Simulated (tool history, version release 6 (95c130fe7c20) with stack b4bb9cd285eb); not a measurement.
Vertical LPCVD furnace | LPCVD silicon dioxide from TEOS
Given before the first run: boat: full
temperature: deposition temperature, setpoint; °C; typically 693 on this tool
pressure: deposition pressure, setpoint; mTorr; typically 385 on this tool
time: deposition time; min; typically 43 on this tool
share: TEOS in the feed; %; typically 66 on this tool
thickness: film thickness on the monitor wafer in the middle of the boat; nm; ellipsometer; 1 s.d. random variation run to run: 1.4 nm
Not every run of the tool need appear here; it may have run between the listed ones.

run,hour,temperature,pressure,time,share,wafers since the last listed run,hours since the last temperature calibration,hours since the pressure gauge was zeroed,hours since the TEOS flow controller was replaced,hours since the gauge calibration,"read-back reference wafer on the same gauge, thickness",thickness
1,0,693,385,43,66,0,866.9,1700.8,5368.4,404.5,254.13,298.72
2,95.5,693,385,43,66,1646,962.4,1796.3,5463.9,500,253.35,299.01
3,154.3,693,385,43,66,1013,1021.2,1855.1,5522.7,558.8,253.68,298.32
4,230.6,693,385,43,66,1315,1097.5,1931.4,5599,635.1,253.62,299.58
5,290.2,693,385,43,66,1027,1157.1,1991,5658.6,694.7,253.95,301.58
6,394.8,693,385,51,66,1803,1261.7,2095.6,5763.2,799.3,254.15,356.1
7,469.4,693,385,51,66,1285,1336.3,2170.2,5837.8,873.9,254.74,356.69
# hour 526.3: TEOS flow controller replaced
8,562.7,693,385,35,66,1194,1429.6,2263.5,36.4,967.2,253.78,246.81
9,622.5,693,385,35,66,1030,1489.4,2323.3,96.2,1027,253.8,245.93
10,687.1,693,385,35,66,1113,1554,2387.9,160.8,1091.6,254.48,247.81
11,792.1,693,385,43,66,1809,1659,2492.9,265.8,1196.6,253.74,301.65
12,886.9,693,385,43,66,1634,1753.8,2587.7,360.6,1291.4,253.59,303.14
13,924.9,693,385,43,66,655,1791.8,2625.7,398.6,1329.4,253.94,304.4
# hour 955.1: gauge calibrated
14,1001.4,686,385,43,66,1318,1868.3,2702.2,475.1,46.3,253.92,257.57
15,1061.7,693,300,37.5,66,1039,1928.6,2762.5,535.4,106.6,254,236.37
# hour 1116.2: pressure gauge zeroed
16,1116.7,701,355,49,63,534,1983.6,0.5,590.4,161.6,254.26,395.02
# hour 1152.1: thermocouples replaced and temperature profile calibrated
17,1177.9,698,385,43,66,641,25.8,61.7,651.6,222.8,254.49,333.01
18,1279.8,693,460,43,66,1756,127.7,163.6,753.5,324.7,254.27,323.95
19,1385.4,693,385,53,66,1820,233.3,269.2,859.1,430.3,254.18,362.35
20,1484.9,693,340,35,76,1715,332.8,368.7,958.6,529.8,254.05,241.43
21,1553.4,693,385,31.5,56,1180,401.3,437.2,1027.1,598.3,254.01,199.45

The same runs without the tool's hidden state, with the same run-to-run variation:
Hidden state at play: true tube temperature minus thermocouple reading, K; true pressure minus gauge reading, mTorr; deviation of the TEOS flow from its setpoint, %; gauge reads high (%).
run,thickness
1,294.69
2,294.54
3,293.56
4,294.4
5,296.03
6,348.78
7,348.79
8,240.82
9,239.6
10,241.03
11,292.55
12,293.19
13,294.07
14,248.1
15,227.36
16,379.53
17,332.08
18,322.99
19,361.17
20,240.52
21,198.62
